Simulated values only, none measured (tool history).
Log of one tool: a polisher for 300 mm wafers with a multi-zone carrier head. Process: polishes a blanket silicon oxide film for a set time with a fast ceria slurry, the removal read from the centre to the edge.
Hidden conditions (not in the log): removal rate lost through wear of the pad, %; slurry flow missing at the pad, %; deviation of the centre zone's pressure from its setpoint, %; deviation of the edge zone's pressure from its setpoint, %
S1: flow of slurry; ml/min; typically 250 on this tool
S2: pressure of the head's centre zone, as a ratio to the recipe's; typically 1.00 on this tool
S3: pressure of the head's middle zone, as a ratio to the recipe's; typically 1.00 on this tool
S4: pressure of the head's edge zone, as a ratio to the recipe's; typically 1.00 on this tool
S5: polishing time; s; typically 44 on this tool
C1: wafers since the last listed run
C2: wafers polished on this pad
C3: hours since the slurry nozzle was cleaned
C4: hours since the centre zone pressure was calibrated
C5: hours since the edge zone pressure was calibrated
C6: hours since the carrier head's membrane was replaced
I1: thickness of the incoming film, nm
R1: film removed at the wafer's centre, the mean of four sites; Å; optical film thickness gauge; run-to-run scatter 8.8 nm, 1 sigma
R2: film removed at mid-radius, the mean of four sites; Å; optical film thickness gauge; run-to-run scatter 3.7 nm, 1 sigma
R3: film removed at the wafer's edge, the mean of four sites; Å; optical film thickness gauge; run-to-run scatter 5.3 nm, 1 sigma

run 1 day=0.000 | S1=250 S2=1.00 S3=1.00 S4=1.00 S5=56 | C1=0 C2=565 C3=230.8 C4=555.8 C5=197.0 C6=1862.5 | I1=2045.4 | R1=7505 R2=7223 R3=7261
run 2 day=0.600 | S1=250 S2=1.00 S3=1.00 S4=1.02 S5=44 | C1=175 C2=740 C3=245.2 C4=570.2 C5=211.4 C6=1876.9 | I1=2032.9 | R1=5386 R2=5422 R3=5560
-- day=1.192 worn pad replaced by a new one
run 3 day=1.325 | S1=250 S2=1.00 S3=1.00 S4=1.02 S5=44 | C1=163 C2=39 C3=262.6 C4=587.6 C5=228.8 C6=1894.3 | I1=2085.1 | R1=6246 R2=6084 R3=6184
run 4 day=1.604 | S1=250 S2=1.00 S3=1.00 S4=1.02 S5=44 | C1=81 C2=120 C3=269.3 C4=594.3 C5=235.5 C6=1901.0 | I1=2034.5 | R1=6203 R2=6070 R3=6102
run 5 day=2.250 | S1=250 S2=1.00 S3=0.92 S4=1.00 S5=44 | C1=188 C2=309 C3=284.8 C4=609.8 C5=251.0 C6=1916.5 | I1=2082.6 | R1=6203 R2=5530 R3=5973
run 6 day=2.583 | S1=250 S2=1.00 S3=1.00 S4=1.00 S5=44 | C1=97 C2=406 C3=292.8 C4=617.8 C5=259.0 C6=1924.5 | I1=2040.9 | R1=6097 R2=5849 R3=5831
run 7 day=3.238 | S1=250 S2=1.00 S3=1.00 S4=1.00 S5=44 | C1=191 C2=597 C3=308.5 C4=633.5 C5=274.7 C6=1940.2 | I1=2049.8 | R1=5896 R2=5685 R3=5872
run 8 day=3.621 | S1=250 S2=0.92 S3=1.06 S4=1.00 S5=44 | C1=111 C2=709 C3=317.7 C4=642.7 C5=283.9 C6=1949.4 | I1=2040.2 | R1=5478 R2=5807 R3=5598
-- day=4.112 worn pad replaced by a new one
run 9 day=4.133 | S1=250 S2=0.92 S3=1.06 S4=1.00 S5=44 | C1=100 C2=5 C3=330.0 C4=655.0 C5=296.2 C6=1961.7 | I1=2016.6 | R1=5873 R2=6350 R3=6008
run 10 day=4.329 | S1=250 S2=1.00 S3=1.00 S4=1.00 S5=44 | C1=57 C2=62 C3=334.7 C4=659.7 C5=300.9 C6=1966.4 | I1=2064.1 | R1=6139 R2=5992 R3=6114
run 11 day=4.833 | S1=250 S2=1.00 S3=1.00 S4=0.89 S5=44 | C1=147 C2=209 C3=346.8 C4=671.8 C5=313.0 C6=1978.5 | I1=2036.3 | R1=6229 R2=5983 R3=5818
run 12 day=5.408 | S1=280 S2=1.11 S3=1.00 S4=0.94 S5=44 | C1=167 C2=377 C3=360.6 C4=685.6 C5=326.8 C6=1992.3 | I1=2082.6 | R1=6438 R2=5961 R3=5892
-- day=5.504 centre zone pressure recalibrated
-- day=5.858 edge zone pressure recalibrated
run 13 day=6.117 | S1=310 S2=1.00 S3=0.91 S4=1.06 S5=29 | C1=158 C2=536 C3=377.6 C4=14.7 C5=6.2 C6=2009.3 | I1=2047.8 | R1=3898 R2=3554 R3=3930
run 14 day=6.438 | S1=310 S2=1.00 S3=0.91 S4=1.06 S5=29 | C1=93 C2=629 C3=385.3 C4=22.4 C5=13.9 C6=2017.0 | I1=2088.2 | R1=3908 R2=3446 R3=3891
-- day=6.721 carrier head's membrane replaced by a new one
run 15 day=6.988 | S1=250 S2=1.00 S3=1.00 S4=1.00 S5=44 | C1=99 C2=729 C3=398.5 C4=35.6 C5=27.1 C6=6.4 | I1=2040.4 | R1=5497 R2=5296 R3=5420
-- day=7.271 slurry nozzle cleaned
-- day=7.338 worn pad replaced by a new one
run 16 day=7.358 | S1=320 S2=1.00 S3=1.00 S4=0.97 S5=44 | C1=76 C2=6 C3=2.1 C4=44.5 C5=36.0 C6=15.3 | I1=2063.5 | R1=6357 R2=6210 R3=6172
run 17 day=7.971 | S1=250 S2=0.91 S3=1.09 S4=0.93 S5=37 | C1=178 C2=185 C3=16.8 C4=59.2 C5=50.7 C6=30.0 | I1=2043.5 | R1=4928 R2=5478 R3=5028
run 18 day=8.521 | S1=250 S2=0.88 S3=1.00 S4=0.93 S5=56 | C1=160 C2=345 C3=30.0 C4=72.4 C5=63.9 C6=43.2 | I1=2039.8 | R1=7231 R2=7606 R3=7364
run 19 day=8.775 | S1=250 S2=1.00 S3=1.00 S4=0.93 S5=44 | C1=74 C2=420 C3=36.1 C4=78.5 C5=70.0 C6=49.3 | I1=2026.8 | R1=6213 R2=5843 R3=5824
run 20 day=9.288 | S1=165 S2=1.00 S3=1.10 S4=1.00 S5=44 | C1=149 C2=569 C3=48.4 C4=90.8 C5=82.3 C6=61.6 | I1=2050.8 | R1=5632 R2=5877 R3=5619
run 21 day=9.767 | S1=250 S2=1.00 S3=1.00 S4=1.00 S5=44 | C1=139 C2=709 C3=59.9 C4=102.3 C5=93.8 C6=73.1 | I1=2045.4 | R1=5749 R2=5555 R3=5687
-- day=10.112 worn pad replaced by a new one
run 22 day=10.325 | S1=250 S2=1.00 S3=1.00 S4=1.00 S5=44 | C1=114 C2=62 C3=73.3 C4=115.7 C5=107.2 C6=86.5 | I1=2036.2 | R1=6433 R2=6053 R3=6026

4 ways to go on from here, each from the tool as it stands after run 22. What would each give?
run A day=10.342 | S1=250 S2=1.00 S3=1.00 S4=1.00 S5=34 | C1=4 C2=67 C3=73.7 C4=116.1 C5=107.6 C6=86.9 | I1=2032.1 | R1=? R2=? R3=?
run B day=10.342 | S1=175 S2=1.00 S3=0.89 S4=1.00 S5=44 | C1=4 C2=67 C3=73.7 C4=116.1 C5=107.6 C6=86.9 | I1=2032.1 | R1=? R2=? R3=?
run C day=10.342 | S1=285 S2=1.00 S3=1.00 S4=1.04 S5=44 | C1=4 C2=67 C3=73.7 C4=116.1 C5=107.6 C6=86.9 | I1=2032.1 | R1=? R2=? R3=?
run D day=10.342 | S1=250 S2=1.00 S3=1.00 S4=1.00 S5=49 | C1=4 C2=67 C3=73.7 C4=116.1 C5=107.6 C6=86.9 | I1=2032.1 | R1=? R2=? R3=?

run=A R1=4745 R2=4673 R3=4742
run=B R1=5836 R2=5245 R3=5944
run=C R1=6233 R2=6130 R3=6319
run=D R1=6839 R2=6735 R3=6834
Without the tool's hidden state the same runs would have given:
run=A R1=4774 R2=4702 R3=4771
run=B R1=5871 R2=5276 R3=5980
run=C R1=6271 R2=6167 R3=6357
run=D R1=6880 R2=6776 R3=6875
